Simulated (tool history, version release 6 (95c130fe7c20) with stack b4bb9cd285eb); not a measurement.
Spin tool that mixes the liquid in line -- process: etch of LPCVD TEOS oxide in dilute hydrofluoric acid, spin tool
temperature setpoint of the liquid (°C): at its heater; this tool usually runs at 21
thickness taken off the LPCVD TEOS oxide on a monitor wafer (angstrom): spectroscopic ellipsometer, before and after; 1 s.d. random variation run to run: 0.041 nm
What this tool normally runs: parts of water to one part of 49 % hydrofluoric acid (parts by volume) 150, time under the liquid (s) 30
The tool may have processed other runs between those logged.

run   hour  temperature setpoint of the liquid (°C)  parts of water to one part of 49 % hydrofluoric acid (parts by volume)  time under the liquid (s)  wafers since the last listed run  hours since the thermometer was replaced  hours since the hydrofluoric acid flow meter was replaced  hours since the gauge calibration  read-back film thickness of the LPCVD TEOS oxide reference wafer, read on the same gauge (nm)  thickness taken off the LPCVD TEOS oxide on a monitor wafer (angstrom)
  1      0                                       21                                                                     150                         30                                 0                                    1148.2                                                        565                               1173                                                                                         140.02                                                                    63.3
  2   26.9                                       21                                                                     150                         30                               397                                    1175.1                                                      591.9                             1199.9                                                                                         139.99                                                                    64.1
  3   59.7                                       21                                                                     150                         30                               484                                    1207.9                                                      624.7                             1232.7                                                                                            140                                                                    63.9
  4   90.1                                       21                                                                     150                         20                               449                                    1238.3                                                      655.1                             1263.1                                                                                         139.98                                                                    42.7
  5  134.7                                       21                                                                     150                         30                               659                                    1282.9                                                      699.7                             1307.7                                                                                         139.98                                                                    62.8
  6  247.6                                       21                                                                     150                         30                              1668                                    1395.8                                                      812.6                             1420.6                                                                                            140                                                                    63.6
  7    293                                       21                                                                     150                         30                               670                                    1441.2                                                        858                               1466                                                                                         139.99                                                                    63.6
  8  330.6                                       21                                                                     150                         30                               555                                    1478.8                                                      895.6                             1503.6                                                                                            140                                                                      64
  9    393                                       21                                                                     150                         30                               922                                    1541.2                                                        958                               1566                                                                                         139.98                                                                    64.4
 10  443.8                                       21                                                                     150                         30                               750                                      1592                                                     1008.8                             1616.8                                                                                         140.01                                                                    64.6
 11  511.9                                       21                                                                     165                         30                              1006                                    1660.1                                                     1076.9                             1684.9                                                                                            140                                                                    58.1
 12  551.8                                       21                                                                     165                         30                               589                                      1700                                                     1116.8                             1724.8                                                                                         139.98                                                                    57.7
 13  584.7                                       21                                                                     165                         30                               486                                    1732.9                                                     1149.7                             1757.7                                                                                         139.99                                                                    57.9
 14  609.2                                       21                                                                     150                         30                               362                                    1757.4                                                     1174.2                             1782.2                                                                                         139.99                                                                    65.1
     644.1  -- gauge calibrated
 15  800.4                                     22.5                                                                     180                         30                              2825                                    1948.6                                                     1365.4                              156.3                                                                                         140.02                                                                    55.4

What does the tool deliver on the next run?
 16  1006.3                                       21                                                                     150                         40                              3042                                    2154.5                                                     1571.3                              362.2                                                                                              ?                                                                       ?

{"run 16": {"read-back film thickness of the LPCVD TEOS oxide reference wafer, read on the same gauge (nm)": 140.02, "thickness taken off the LPCVD TEOS oxide on a monitor wafer (angstrom)": 86.4}}
Were there no unlogged condition in the tool, this run, its random variation unchanged, would have produced thickness taken off the LPCVD TEOS oxide on a monitor wafer (angstrom) 83.8.
